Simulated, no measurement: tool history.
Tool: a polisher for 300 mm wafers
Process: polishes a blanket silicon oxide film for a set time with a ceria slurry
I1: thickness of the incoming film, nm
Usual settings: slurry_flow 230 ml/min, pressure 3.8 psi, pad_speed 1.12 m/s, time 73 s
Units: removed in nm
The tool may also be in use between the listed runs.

run 1 hour=0.0 | slurry_flow=230 pressure=3.8 pad_speed=1.12 time=73 | I1=1201.0 | removed=380.5
-- hour=10.8 worn pad replaced by a new one
-- hour=34.0 head pressure recalibrated
run 2 hour=72.3 | slurry_flow=230 pressure=3.8 pad_speed=1.12 time=73 | I1=1227.4 | removed=385.7
run 3 hour=168.7 | slurry_flow=230 pressure=3.8 pad_speed=1.12 time=73 | I1=1208.6 | removed=384.3
run 4 hour=249.1 | slurry_flow=230 pressure=3.8 pad_speed=1.12 time=73 | I1=1207.8 | removed=383.5
-- hour=296.0 slurry nozzle cleaned
run 5 hour=311.0 | slurry_flow=230 pressure=3.8 pad_speed=1.12 time=73 | I1=1207.1 | removed=384.2
run 6 hour=372.8 | slurry_flow=230 pressure=3.8 pad_speed=1.12 time=73 | I1=1211.6 | removed=391.9
-- hour=440.7 worn pad replaced by a new one
run 7 hour=441.2 | slurry_flow=230 pressure=3.8 pad_speed=1.12 time=73 | I1=1221.3 | removed=387.8
run 8 hour=547.6 | slurry_flow=230 pressure=3.8 pad_speed=1.12 time=73 | I1=1227.9 | removed=384.5
run 9 hour=596.7 | slurry_flow=230 pressure=3.8 pad_speed=1.12 time=73 | I1=1220.2 | removed=390.4
-- hour=658.7 slurry nozzle cleaned
run 10 hour=675.3 | slurry_flow=230 pressure=3.8 pad_speed=0.92 time=73 | I1=1194.8 | removed=317.8
run 11 hour=717.6 | slurry_flow=230 pressure=3.8 pad_speed=1.12 time=73 | I1=1204.5 | removed=383.4
run 12 hour=802.3 | slurry_flow=230 pressure=3.8 pad_speed=1.12 time=73 | I1=1225.2 | removed=381.7
-- hour=850.1 head pressure recalibrated
run 13 hour=859.0 | slurry_flow=175 pressure=2.7 pad_speed=0.98 time=93 | I1=1234.6 | removed=309.9
-- hour=868.0 worn pad replaced by a new one
run 14 hour=904.6 | slurry_flow=300 pressure=3.8 pad_speed=1.12 time=98 | I1=1217.6 | removed=535.6
run 15 hour=995.3 | slurry_flow=230 pressure=2.6 pad_speed=1.12 time=48 | I1=1236.7 | removed=182.4
-- hour=1030.0 slurry nozzle cleaned
run 16 hour=1063.5 | slurry_flow=230 pressure=2.9 pad_speed=1.12 time=80 | I1=1195.1 | removed=338.5
run 17 hour=1166.7 | slurry_flow=190 pressure=3.8 pad_speed=1.00 time=93 | I1=1223.5 | removed=423.1
-- hour=1226.8 worn pad replaced by a new one
run 18 hour=1257.4 | slurry_flow=230 pressure=3.8 pad_speed=1.12 time=73 | I1=1210.4 | removed=389.0
run 19 hour=1423.7 | slurry_flow=290 pressure=3.8 pad_speed=1.44 time=73 | I1=1212.0 | removed=509.9
-- hour=1476.7 slurry nozzle cleaned
run 20 hour=1495.2 | slurry_flow=230 pressure=3.8 pad_speed=1.12 time=73 | I1=1219.8 | removed=384.4
run 21 hour=1535.1 | slurry_flow=230 pressure=3.8 pad_speed=0.98 time=73 | I1=1210.7 | removed=330.1
-- hour=1585.6 worn pad replaced by a new one
run 22 hour=1702.3 | slurry_flow=230 pressure=2.8 pad_speed=1.42 time=99 | I1=1217.1 | removed=519.4
run 23 hour=1800.8 | slurry_flow=230 pressure=3.8 pad_speed=1.12 time=73 | I1=1245.7 | removed=384.1
-- hour=1811.4 head pressure recalibrated
run 24 hour=1844.8 | slurry_flow=230 pressure=3.8 pad_speed=1.12 time=54 | I1=1217.2 | removed=285.2
-- hour=1881.5 slurry nozzle cleaned
run 25 hour=1941.9 | slurry_flow=230 pressure=3.8 pad_speed=1.26 time=73 | I1=1230.3 | removed=435.3

3 ways to go on from here, each from the tool as it stands after run 25. What would each give?
run A hour=1942.4 | slurry_flow=230 pressure=3.8 pad_speed=1.12 time=73 | I1=1225.4 | removed=?
run B hour=1942.4 | slurry_flow=230 pressure=2.8 pad_speed=0.74 time=66 | I1=1225.4 | removed=?
run C hour=1942.4 | slurry_flow=230 pressure=3.8 pad_speed=1.52 time=83 | I1=1225.4 | removed=?

run=A removed=377.1
run=B removed=175.3
run=C removed=581.9
Without the tool's hidden state the same runs would have given:
run=A removed=377.1
run=B removed=175.3
run=C removed=581.9
